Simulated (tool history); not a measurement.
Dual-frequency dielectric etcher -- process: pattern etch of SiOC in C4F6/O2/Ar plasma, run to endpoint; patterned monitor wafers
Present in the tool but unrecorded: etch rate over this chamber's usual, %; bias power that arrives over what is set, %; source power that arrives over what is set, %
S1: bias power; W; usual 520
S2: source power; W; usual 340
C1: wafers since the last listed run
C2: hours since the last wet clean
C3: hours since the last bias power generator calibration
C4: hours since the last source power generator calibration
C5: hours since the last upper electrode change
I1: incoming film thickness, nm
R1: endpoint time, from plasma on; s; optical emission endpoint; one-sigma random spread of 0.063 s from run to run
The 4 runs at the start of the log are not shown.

run	day	S1	S2	C1	C2	C3	C4	C5	I1	R1
# day 3.183: wet clean of the chamber
# day 3.779: upper electrode replaced
5	3.800	452	340	107	14.8	3791.2	1783.6	0.5	32.13	12.9
6	3.817	520	340	4	15.2	3791.6	1784.0	0.9	32.01	12.0
7	3.829	520	320	3	15.5	3791.9	1784.3	1.2	32.28	12.4
8	3.842	520	320	3	15.8	3792.2	1784.6	1.5	32.29	12.4
9	4.571	520	320	205	33.3	3809.7	1802.1	19.0	32.14	12.4
10	4.942	520	340	104	42.2	3818.6	1811.0	27.9	32.07	11.8
11	5.492	520	340	155	55.4	3831.8	1824.2	41.1	32.27	12.1
12	6.212	617	340	203	72.7	3849.1	1841.5	58.4	32.04	11.0
# day 6.496: source power generator calibrated
13	6.525	617	340	41	80.2	3856.6	0.7	65.9	32.15	11.0
14	6.862	520	340	95	88.3	3864.7	8.8	74.0	32.12	12.1
15	7.525	520	340	187	104.2	3880.6	24.7	89.9	32.35	12.1
16	8.196	520	340	189	120.3	3896.7	40.8	106.0	32.43	12.1
17	8.483	444	340	81	127.2	3903.6	47.7	112.9	32.33	13.2
18	8.746	585	380	74	133.5	3909.9	54.0	119.2	32.06	10.9
19	9.425	520	340	191	149.8	3926.2	70.3	135.5	32.00	12.0
20	9.817	620	280	110	159.2	3935.6	79.7	144.9	32.41	11.7
21	10.417	520	380	169	173.6	3950.0	94.1	159.3	32.07	11.4

Expected results for the next run?
22	10.796	470	420	107	182.7	3959.1	103.2	168.4	32.24	?

Run 22 gave R1 11.6 s.
Minus the tool's unlogged condition, the same run would have read R1 11.7 s.
